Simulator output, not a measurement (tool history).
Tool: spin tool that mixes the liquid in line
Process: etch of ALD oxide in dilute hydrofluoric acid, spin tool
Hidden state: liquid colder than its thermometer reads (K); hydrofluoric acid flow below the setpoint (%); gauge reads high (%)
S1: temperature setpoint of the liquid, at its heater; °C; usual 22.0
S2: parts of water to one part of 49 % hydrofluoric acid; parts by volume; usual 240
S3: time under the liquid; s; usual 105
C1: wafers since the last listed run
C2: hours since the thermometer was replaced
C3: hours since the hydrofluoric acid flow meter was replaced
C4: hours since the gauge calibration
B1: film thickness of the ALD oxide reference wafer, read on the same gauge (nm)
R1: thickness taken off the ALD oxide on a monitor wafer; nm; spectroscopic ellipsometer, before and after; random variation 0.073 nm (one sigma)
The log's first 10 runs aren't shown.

run,hour,S1,S2,S3,C1,C2,C3,C4,B1,R1
11,315.1,23.0,240,105,123,2458.7,1089.0,787.5,30.00,8.67
12,333.8,23.0,240,105,104,2477.4,1107.7,806.2,30.01,8.81
13,363.1,23.0,240,105,163,2506.7,1137.0,835.5,30.00,8.71
14,398.9,20.0,240,105,199,2542.5,1172.8,871.3,29.98,7.83
15,429.1,22.0,240,105,168,2572.7,1203.0,901.5,30.01,8.53
16,450.8,25.0,240,105,120,2594.4,1224.7,923.2,29.99,9.28
17,479.7,19.5,350,105,160,2623.3,1253.6,952.1,30.02,4.67
18,512.2,17.5,165,125,180,2655.8,1286.1,984.6,30.02,13.01
19,536.4,22.0,240,105,134,2680.0,1310.3,1008.8,30.00,8.30
20,566.8,22.0,295,105,169,2710.4,1340.7,1039.2,29.99,6.41
21,673.7,22.0,240,105,595,2817.3,1447.6,1146.1,30.00,8.25
# hour 694.9: gauge calibrated
22,706.9,25.5,240,135,184,2850.5,1480.8,12.0,29.99,12.18
# hour 709.7: hydrofluoric acid flow meter replaced
23,742.7,22.0,240,135,193,2886.3,33.0,47.8,30.00,11.12
24,760.9,22.0,240,105,101,2904.5,51.2,66.0,29.99,8.66
# hour 800.0: thermometer replaced
25,825.1,20.5,195,105,351,25.1,115.4,130.2,30.00,11.41
26,859.6,20.0,120,140,192,59.6,149.9,164.7,30.03,26.85
27,892.0,22.0,240,105,180,92.0,182.3,197.1,30.01,9.42
28,912.7,22.0,325,65,115,112.7,203.0,217.8,30.01,3.99
29,948.6,22.0,240,105,199,148.6,238.9,253.7,30.01,9.40
30,983.4,22.0,240,105,193,183.4,273.7,288.5,30.01,9.41
31,1019.0,22.0,315,150,198,219.0,309.3,324.1,30.01,9.61
32,1034.9,22.0,240,105,88,234.9,325.2,340.0,30.00,9.42
33,1060.7,22.0,340,90,143,260.7,351.0,365.8,30.01,5.17
34,1093.5,17.5,280,125,182,293.5,383.8,398.6,29.99,7.70
35,1111.0,26.0,240,105,97,311.0,401.3,416.1,30.01,10.85

3 ways to go on from here, each from the tool as it stands after run 35. What would each give?
A,1111.4,22.0,240,60,2,311.4,401.7,416.5,?,?
B,1111.4,22.0,240,70,2,311.4,401.7,416.5,?,?
C,1111.4,22.0,210,70,2,311.4,401.7,416.5,?,?

run,B1,R1
A,30.01,5.33
B,30.01,6.21
C,30.01,7.32
Without the tool's hidden state the same runs would have given:
run,R1
A,5.46
B,6.37
C,7.50
